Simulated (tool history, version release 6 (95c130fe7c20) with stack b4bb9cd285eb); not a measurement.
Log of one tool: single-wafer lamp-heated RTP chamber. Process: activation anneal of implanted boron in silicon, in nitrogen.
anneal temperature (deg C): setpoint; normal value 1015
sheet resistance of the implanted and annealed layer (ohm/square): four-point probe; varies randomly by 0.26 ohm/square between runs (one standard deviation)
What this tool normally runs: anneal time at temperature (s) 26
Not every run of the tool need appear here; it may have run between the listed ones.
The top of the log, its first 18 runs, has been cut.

run     day  anneal temperature (deg C)  anneal time at temperature (s)  read-back reference wafer on the same gauge, sheet resistance  sheet resistance of the implanted and annealed layer (ohm/square)
 19   9.004                         992                              31                                                         187.99                                                             178.73
 20     9.4                        1040                              12                                                         188.04                                                             168.46
 21   9.683                        1035                              26                                                         188.01                                                              163.1
 22    10.3                        1015                              26                                                         188.04                                                             170.18
 23  10.979                        1037                              18                                                         187.95                                                              165.3
 24  11.592                        1035                              26                                                            188                                                             162.62
 25  11.883                        1024                              40                                                         187.91                                                             162.51
 26  12.633                        1007                              12                                                         187.99                                                             178.99
 27  13.354                        1033                              22                                                         187.93                                                             164.24
 28  13.854                        1036                              11                                                         188.07                                                             168.88
 29  14.596                        1015                              26                                                         187.97                                                             169.41
 30  15.225                        1037                              17                                                         188.03                                                             165.42
 31  15.912                        1015                              26                                                         187.88                                                             168.96

Predict each of these 3 candidate next runs independently; none follows another, all start after run 31:
  A  15.929                        1031                              26                                                              ?                                                                  ?
  B  15.929                        1001                              18                                                              ?                                                                  ?
  C  15.929                        1006                              11                                                              ?                                                                  ?

run  read-back reference wafer on the same gauge, sheet resistance  sheet resistance of the implanted and annealed layer (ohm/square)
  A                                                         188.04                                                             162.87
  B                                                         188.04                                                             176.93
  C                                                         188.04                                                             179.01
Take away the tool's hidden state, keep each run's random variation, and the runs would have read:
run  sheet resistance of the implanted and annealed layer (ohm/square)
  A                                                             165.06
  B                                                             179.76
  C                                                             181.84
